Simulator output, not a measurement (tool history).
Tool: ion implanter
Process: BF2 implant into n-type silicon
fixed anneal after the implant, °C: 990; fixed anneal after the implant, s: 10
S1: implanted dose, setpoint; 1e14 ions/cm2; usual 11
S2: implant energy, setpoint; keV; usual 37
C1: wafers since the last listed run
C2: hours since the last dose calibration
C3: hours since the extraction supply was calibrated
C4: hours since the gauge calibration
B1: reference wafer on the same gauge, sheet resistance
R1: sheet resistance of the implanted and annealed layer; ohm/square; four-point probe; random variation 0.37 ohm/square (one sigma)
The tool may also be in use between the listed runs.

{"run": 1, "hour": 0.0, "S1": 8.99, "S2": 37, "C1": 0, "C2": 276.2, "C3": 3813.1, "C4": 1091.3, "B1": 128.06, "R1": 152.82}
{"run": 2, "hour": 60.0, "S1": 8.99, "S2": 37, "C1": 779, "C2": 336.2, "C3": 3873.1, "C4": 1151.3, "B1": 127.99, "R1": 151.79}
{"run": 3, "hour": 87.0, "S1": 8.99, "S2": 37, "C1": 350, "C2": 363.2, "C3": 3900.1, "C4": 1178.3, "B1": 127.92, "R1": 152.41}
{"hour": 91.6, "done": "gauge calibrated"}
{"run": 4, "hour": 239.6, "S1": 8.62, "S2": 37, "C1": 1981, "C2": 515.8, "C3": 4052.7, "C4": 148, "B1": 128.05, "R1": 154.55}
{"run": 5, "hour": 292.9, "S1": 11, "S2": 37, "C1": 692, "C2": 569.1, "C3": 4106, "C4": 201.3, "B1": 127.87, "R1": 142.21}
{"run": 6, "hour": 361.4, "S1": 11, "S2": 37, "C1": 889, "C2": 637.6, "C3": 4174.5, "C4": 269.8, "B1": 128.06, "R1": 142.92}
{"run": 7, "hour": 485.5, "S1": 11, "S2": 37, "C1": 1611, "C2": 761.7, "C3": 4298.6, "C4": 393.9, "B1": 128, "R1": 142.01}
{"run": 8, "hour": 547.1, "S1": 12.2, "S2": 37, "C1": 799, "C2": 823.3, "C3": 4360.2, "C4": 455.5, "B1": 127.97, "R1": 138.61}
{"run": 9, "hour": 580.3, "S1": 12.2, "S2": 37, "C1": 431, "C2": 856.5, "C3": 4393.4, "C4": 488.7, "B1": 128.04, "R1": 139.1}
{"run": 10, "hour": 773.7, "S1": 11, "S2": 34, "C1": 2511, "C2": 1049.9, "C3": 4586.8, "C4": 682.1, "B1": 128.06, "R1": 148.6}
{"run": 11, "hour": 842.1, "S1": 11, "S2": 34, "C1": 888, "C2": 1118.3, "C3": 4655.2, "C4": 750.5, "B1": 128.08, "R1": 148.61}
{"run": 12, "hour": 892.1, "S1": 11, "S2": 34, "C1": 649, "C2": 1168.3, "C3": 4705.2, "C4": 800.5, "B1": 127.97, "R1": 148.21}
{"hour": 983.1, "done": "Faraday cup replaced and dose calibrated"}
{"hour": 1014.3, "done": "extraction supply calibrated"}
{"run": 13, "hour": 1085.8, "S1": 11, "S2": 37, "C1": 2307, "C2": 102.7, "C3": 71.5, "C4": 994.2, "B1": 128.13, "R1": 144.03}
{"run": 14, "hour": 1155.9, "S1": 10.16, "S2": 46.5, "C1": 910, "C2": 172.8, "C3": 141.6, "C4": 1064.3, "B1": 128.06, "R1": 131.93}
{"run": 15, "hour": 1209.9, "S1": 11, "S2": 47, "C1": 701, "C2": 226.8, "C3": 195.6, "C4": 1118.3, "B1": 128.03, "R1": 128.15}
{"hour": 1246.8, "done": "gauge calibrated"}
{"run": 16, "hour": 1251.7, "S1": 11, "S2": 37, "C1": 542, "C2": 268.6, "C3": 237.4, "C4": 4.9, "B1": 128.07, "R1": 143.66}
{"run": 17, "hour": 1281.9, "S1": 13.59, "S2": 28, "C1": 392, "C2": 298.8, "C3": 267.6, "C4": 35.1, "B1": 127.96, "R1": 159.42}
{"run": 18, "hour": 1328.6, "S1": 13.91, "S2": 37, "C1": 606, "C2": 345.5, "C3": 314.3, "C4": 81.8, "B1": 128.04, "R1": 135.2}
{"run": 19, "hour": 1393.6, "S1": 11, "S2": 37, "C1": 843, "C2": 410.5, "C3": 379.3, "C4": 146.8, "B1": 128.07, "R1": 143}
{"run": 20, "hour": 1458.6, "S1": 11, "S2": 37, "C1": 843, "C2": 475.5, "C3": 444.3, "C4": 211.8, "B1": 127.95, "R1": 143.27}
{"run": 21, "hour": 1525.0, "S1": 13.18, "S2": 24.5, "C1": 862, "C2": 541.9, "C3": 510.7, "C4": 278.2, "B1": 128.07, "R1": 173.03}
{"run": 22, "hour": 1563.1, "S1": 8.24, "S2": 49.5, "C1": 494, "C2": 580, "C3": 548.8, "C4": 316.3, "B1": 128.07, "R1": 142.76}
{"run": 23, "hour": 1602.2, "S1": 11, "S2": 37, "C1": 507, "C2": 619.1, "C3": 587.9, "C4": 355.4, "B1": 128.08, "R1": 142.65}
{"run": 24, "hour": 1626.5, "S1": 11, "S2": 37, "C1": 315, "C2": 643.4, "C3": 612.2, "C4": 379.7, "B1": 127.99, "R1": 142.99}
{"run": 25, "hour": 1684.4, "S1": 11, "S2": 44, "C1": 751, "C2": 701.3, "C3": 670.1, "C4": 437.6, "B1": 128.04, "R1": 130.88}
{"run": 26, "hour": 1712.5, "S1": 12.74, "S2": 27.5, "C1": 364, "C2": 729.4, "C3": 698.2, "C4": 465.7, "B1": 128.02, "R1": 162.24}
{"run": 27, "hour": 1778.6, "S1": 11, "S2": 29.5, "C1": 858, "C2": 795.5, "C3": 764.3, "C4": 531.8, "B1": 128.03, "R1": 160.37}
{"run": 28, "hour": 1837.5, "S1": 11, "S2": 37, "C1": 764, "C2": 854.4, "C3": 823.2, "C4": 590.7, "B1": 127.95, "R1": 142.58}
{"run": 29, "hour": 1902.9, "S1": 7.75, "S2": 31.5, "C1": 849, "C2": 919.8, "C3": 888.6, "C4": 656.1, "B1": 128.1, "R1": 171.85}

Forecast each of these 4 alternatives for the next run:
{"run": "A", "hour": 1903.3, "S1": 11, "S2": 46.5, "C1": 5, "C2": 920.2, "C3": 889, "C4": 656.5, "B1": "?", "R1": "?"}
{"run": "B", "hour": 1903.3, "S1": 9.88, "S2": 24.5, "C1": 5, "C2": 920.2, "C3": 889, "C4": 656.5, "B1": "?", "R1": "?"}
{"run": "C", "hour": 1903.3, "S1": 9.63, "S2": 24.5, "C1": 5, "C2": 920.2, "C3": 889, "C4": 656.5, "B1": "?", "R1": "?"}
{"run": "D", "hour": 1903.3, "S1": 11, "S2": 30.5, "C1": 5, "C2": 920.2, "C3": 889, "C4": 656.5, "B1": "?", "R1": "?"}

run=A B1=128.03 R1=127.34
run=B B1=128.03 R1=181.08
run=C B1=128.03 R1=182.03
run=D B1=128.03 R1=157.53
Without the tool's hidden state the same runs would have given:
run=A R1=128.88
run=B R1=182.34
run=C R1=183.36
run=D R1=158.69

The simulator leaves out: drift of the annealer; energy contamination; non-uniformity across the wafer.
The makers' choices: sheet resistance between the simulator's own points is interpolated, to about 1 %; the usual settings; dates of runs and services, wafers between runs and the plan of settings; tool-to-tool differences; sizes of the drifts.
